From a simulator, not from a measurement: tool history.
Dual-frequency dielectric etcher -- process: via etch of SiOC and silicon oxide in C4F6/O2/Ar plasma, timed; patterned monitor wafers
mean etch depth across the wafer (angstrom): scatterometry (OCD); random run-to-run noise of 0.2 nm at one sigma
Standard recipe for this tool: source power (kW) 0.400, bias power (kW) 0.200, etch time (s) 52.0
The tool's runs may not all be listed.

run,day,source power (kW),bias power (kW),etch time (s),"read-back reference wafer on the same gauge, depth_nm",mean etch depth across the wafer (angstrom)
1,0.000,0.400,0.200,52.0,71.4,623
2,3.842,0.400,0.200,52.0,71.4,620
3,6.667,0.350,0.200,52.0,71.6,583
# day 8.188: wet clean of the chamber
4,9.571,0.350,0.200,52.0,71.6,606
5,13.371,0.350,0.200,52.0,71.5,604
6,15.371,0.400,0.200,52.0,71.6,636
# day 17.171: source power generator calibrated
7,20.783,0.400,0.200,52.0,71.4,631
8,23.983,0.400,0.200,52.0,71.5,629
# day 27.375: upper electrode replaced
9,27.396,0.400,0.200,52.0,71.4,628
# day 29.508: wet clean of the chamber
10,29.554,0.400,0.159,52.0,71.5,572
11,32.450,0.350,0.200,52.0,71.5,602
12,35.275,0.440,0.200,66.5,71.5,842
# day 37.358: gauge calibrated
13,38.983,0.400,0.240,60.5,71.5,791
# day 42.808: bias power generator calibrated
14,49.904,0.320,0.200,41.5,71.5,448
# day 51.692: wet clean of the chamber
15,52.096,0.400,0.200,40.5,71.4,498
16,53.629,0.400,0.200,46.0,71.5,562

Consider 3 possible next runs. They are alternatives, not a sequence: every one starts from the tool as it was left by run 16. What does each give?
A,53.646,0.400,0.200,40.0,?,?
B,53.646,0.400,0.246,38.0,?,?
C,53.646,0.400,0.171,37.0,?,?

run,"read-back reference wafer on the same gauge, depth_nm",mean etch depth across the wafer (angstrom)
A,71.6,493
B,71.6,512
C,71.6,426
Without the tool's unlogged condition, the same runs would have read:
run,mean etch depth across the wafer (angstrom)
A,494
B,513
C,426
